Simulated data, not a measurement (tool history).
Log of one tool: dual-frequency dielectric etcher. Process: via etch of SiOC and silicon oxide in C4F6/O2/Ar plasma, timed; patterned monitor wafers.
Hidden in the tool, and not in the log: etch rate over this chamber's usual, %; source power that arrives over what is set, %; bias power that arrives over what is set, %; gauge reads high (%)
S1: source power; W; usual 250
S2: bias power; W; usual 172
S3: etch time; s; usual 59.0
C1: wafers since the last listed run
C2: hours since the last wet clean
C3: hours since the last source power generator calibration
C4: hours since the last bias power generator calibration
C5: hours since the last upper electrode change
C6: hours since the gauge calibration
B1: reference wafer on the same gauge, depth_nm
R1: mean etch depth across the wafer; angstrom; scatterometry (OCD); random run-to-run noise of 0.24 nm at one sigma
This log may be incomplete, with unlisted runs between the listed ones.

{"run": 1, "hour": 0.0, "S1": 250, "S2": 172, "S3": 59.0, "C1": 0, "C2": 245.8, "C3": 2730.1, "C4": 4560.9, "C5": 4024.2, "C6": 921.5, "B1": 61.0, "R1": 545}
{"run": 2, "hour": 26.0, "S1": 250, "S2": 172, "S3": 59.0, "C1": 276, "C2": 271.8, "C3": 2756.1, "C4": 4586.9, "C5": 4050.2, "C6": 947.5, "B1": 61.1, "R1": 549}
{"run": 3, "hour": 70.6, "S1": 250, "S2": 172, "S3": 59.0, "C1": 474, "C2": 316.4, "C3": 2800.7, "C4": 4631.5, "C5": 4094.8, "C6": 992.1, "B1": 61.1, "R1": 551}
{"run": 4, "hour": 120.3, "S1": 250, "S2": 172, "S3": 59.0, "C1": 529, "C2": 366.1, "C3": 2850.4, "C4": 4681.2, "C5": 4144.5, "C6": 1041.8, "B1": 61.0, "R1": 551}
{"run": 5, "hour": 145.3, "S1": 290, "S2": 172, "S3": 59.0, "C1": 266, "C2": 391.1, "C3": 2875.4, "C4": 4706.2, "C5": 4169.5, "C6": 1066.8, "B1": 61.0, "R1": 586}
{"run": 6, "hour": 202.9, "S1": 290, "S2": 172, "S3": 59.0, "C1": 613, "C2": 448.7, "C3": 2933.0, "C4": 4763.8, "C5": 4227.1, "C6": 1124.4, "B1": 61.0, "R1": 591}
{"hour": 228.2, "done": "upper electrode replaced"}
{"hour": 238.0, "done": "wet clean of the chamber"}
{"run": 7, "hour": 252.5, "S1": 250, "S2": 172, "S3": 45.0, "C1": 168, "C2": 14.5, "C3": 2982.6, "C4": 4813.4, "C5": 24.3, "C6": 1174.0, "B1": 61.1, "R1": 412}
{"run": 8, "hour": 305.7, "S1": 250, "S2": 172, "S3": 45.0, "C1": 566, "C2": 67.7, "C3": 3035.8, "C4": 4866.6, "C5": 77.5, "C6": 1227.2, "B1": 61.0, "R1": 416}
{"run": 9, "hour": 355.7, "S1": 250, "S2": 172, "S3": 59.0, "C1": 532, "C2": 117.7, "C3": 3085.8, "C4": 4916.6, "C5": 127.5, "C6": 1277.2, "B1": 60.9, "R1": 549}
{"run": 10, "hour": 404.5, "S1": 250, "S2": 172, "S3": 59.0, "C1": 519, "C2": 166.5, "C3": 3134.6, "C4": 4965.4, "C5": 176.3, "C6": 1326.0, "B1": 61.0, "R1": 547}
{"run": 11, "hour": 451.1, "S1": 250, "S2": 172, "S3": 59.0, "C1": 496, "C2": 213.1, "C3": 3181.2, "C4": 5012.0, "C5": 222.9, "C6": 1372.6, "B1": 60.9, "R1": 552}
{"run": 12, "hour": 478.0, "S1": 210, "S2": 210, "S3": 74.5, "C1": 286, "C2": 240.0, "C3": 3208.1, "C4": 5038.9, "C5": 249.8, "C6": 1399.5, "B1": 61.0, "R1": 688}
{"hour": 485.4, "done": "bias power generator calibrated"}
{"run": 13, "hour": 504.3, "S1": 250, "S2": 206, "S3": 54.5, "C1": 237, "C2": 266.3, "C3": 3234.4, "C4": 18.9, "C5": 276.1, "C6": 1425.8, "B1": 60.9, "R1": 535}
{"run": 14, "hour": 563.8, "S1": 290, "S2": 172, "S3": 59.0, "C1": 633, "C2": 325.8, "C3": 3293.9, "C4": 78.4, "C5": 335.6, "C6": 1485.3, "B1": 61.0, "R1": 590}
{"run": 15, "hour": 606.4, "S1": 230, "S2": 191, "S3": 49.5, "C1": 453, "C2": 368.4, "C3": 3336.5, "C4": 121.0, "C5": 378.2, "C6": 1527.9, "B1": 60.9, "R1": 470}
{"hour": 671.0, "done": "wet clean of the chamber"}
{"run": 16, "hour": 671.5, "S1": 250, "S2": 172, "S3": 59.0, "C1": 437, "C2": 0.5, "C3": 3401.6, "C4": 186.1, "C5": 443.3, "C6": 1593.0, "B1": 61.0, "R1": 533}
{"run": 17, "hour": 721.4, "S1": 310, "S2": 184, "S3": 44.5, "C1": 531, "C2": 50.4, "C3": 3451.5, "C4": 236.0, "C5": 493.2, "C6": 1642.9, "B1": 61.0, "R1": 441}
{"run": 18, "hour": 756.0, "S1": 250, "S2": 172, "S3": 59.0, "C1": 368, "C2": 85.0, "C3": 3486.1, "C4": 270.6, "C5": 527.8, "C6": 1677.5, "B1": 61.0, "R1": 533}
{"hour": 783.7, "done": "source power generator calibrated"}
{"run": 19, "hour": 822.5, "S1": 250, "S2": 145, "S3": 69.5, "C1": 665, "C2": 151.5, "C3": 38.8, "C4": 337.1, "C5": 594.3, "C6": 1744.0, "B1": 61.0, "R1": 609}
{"run": 20, "hour": 854.1, "S1": 230, "S2": 172, "S3": 44.5, "C1": 336, "C2": 183.1, "C3": 70.4, "C4": 368.7, "C5": 625.9, "C6": 1775.6, "B1": 61.0, "R1": 396}
{"hour": 889.9, "done": "gauge calibrated"}
{"run": 21, "hour": 912.7, "S1": 220, "S2": 172, "S3": 59.0, "C1": 623, "C2": 241.7, "C3": 129.0, "C4": 427.3, "C5": 684.5, "C6": 22.8, "B1": 61.0, "R1": 517}
{"run": 22, "hour": 938.9, "S1": 210, "S2": 189, "S3": 48.0, "C1": 278, "C2": 267.9, "C3": 155.2, "C4": 453.5, "C5": 710.7, "C6": 49.0, "B1": 60.9, "R1": 428}
{"run": 23, "hour": 974.0, "S1": 210, "S2": 194, "S3": 59.0, "C1": 373, "C2": 303.0, "C3": 190.3, "C4": 488.6, "C5": 745.8, "C6": 84.1, "B1": 61.0, "R1": 531}
{"run": 24, "hour": 1017.2, "S1": 270, "S2": 212, "S3": 48.0, "C1": 459, "C2": 346.2, "C3": 233.5, "C4": 531.8, "C5": 789.0, "C6": 127.3, "B1": 61.0, "R1": 481}
{"run": 25, "hour": 1067.1, "S1": 220, "S2": 172, "S3": 75.5, "C1": 531, "C2": 396.1, "C3": 283.4, "C4": 581.7, "C5": 838.9, "C6": 177.2, "B1": 61.0, "R1": 681}
{"hour": 1115.3, "done": "wet clean of the chamber"}
{"run": 26, "hour": 1118.1, "S1": 250, "S2": 172, "S3": 59.0, "C1": 287, "C2": 2.8, "C3": 334.4, "C4": 632.7, "C5": 889.9, "C6": 228.2, "B1": 60.9, "R1": 534}
{"run": 27, "hour": 1174.3, "S1": 210, "S2": 152, "S3": 75.0, "C1": 598, "C2": 59.0, "C3": 390.6, "C4": 688.9, "C5": 946.1, "C6": 284.4, "B1": 61.0, "R1": 625}
{"run": 28, "hour": 1227.6, "S1": 190, "S2": 172, "S3": 59.0, "C1": 567, "C2": 112.3, "C3": 443.9, "C4": 742.2, "C5": 999.4, "C6": 337.7, "B1": 61.1, "R1": 492}
{"run": 29, "hour": 1296.0, "S1": 250, "S2": 212, "S3": 68.5, "C1": 728, "C2": 180.7, "C3": 512.3, "C4": 810.6, "C5": 1067.8, "C6": 406.1, "B1": 61.1, "R1": 665}

5 ways to go on from here, each from the tool as it stands after run 29. What would each give?
{"run": "A", "hour": 1296.4, "S1": 250, "S2": 172, "S3": 59.0, "C1": 4, "C2": 181.1, "C3": 512.7, "C4": 811.0, "C5": 1068.2, "C6": 406.5, "B1": "?", "R1": "?"}
{"run": "B", "hour": 1296.4, "S1": 290, "S2": 141, "S3": 53.0, "C1": 4, "C2": 181.1, "C3": 512.7, "C4": 811.0, "C5": 1068.2, "C6": 406.5, "B1": "?", "R1": "?"}
{"run": "C", "hour": 1296.4, "S1": 220, "S2": 156, "S3": 59.0, "C1": 4, "C2": 181.1, "C3": 512.7, "C4": 811.0, "C5": 1068.2, "C6": 406.5, "B1": "?", "R1": "?"}
{"run": "D", "hour": 1296.4, "S1": 220, "S2": 147, "S3": 75.0, "C1": 4, "C2": 181.1, "C3": 512.7, "C4": 811.0, "C5": 1068.2, "C6": 406.5, "B1": "?", "R1": "?"}
{"run": "E", "hour": 1296.4, "S1": 250, "S2": 150, "S3": 59.0, "C1": 4, "C2": 181.1, "C3": 512.7, "C4": 811.0, "C5": 1068.2, "C6": 406.5, "B1": "?", "R1": "?"}

run=A B1=61.1 R1=547
run=B B1=61.1 R1=495
run=C B1=61.1 R1=511
run=D B1=61.1 R1=642
run=E B1=61.1 R1=530
Without the tool's hidden state the same runs would have given:
run=A R1=536
run=B R1=485
run=C R1=501
run=D R1=629
run=E R1=520
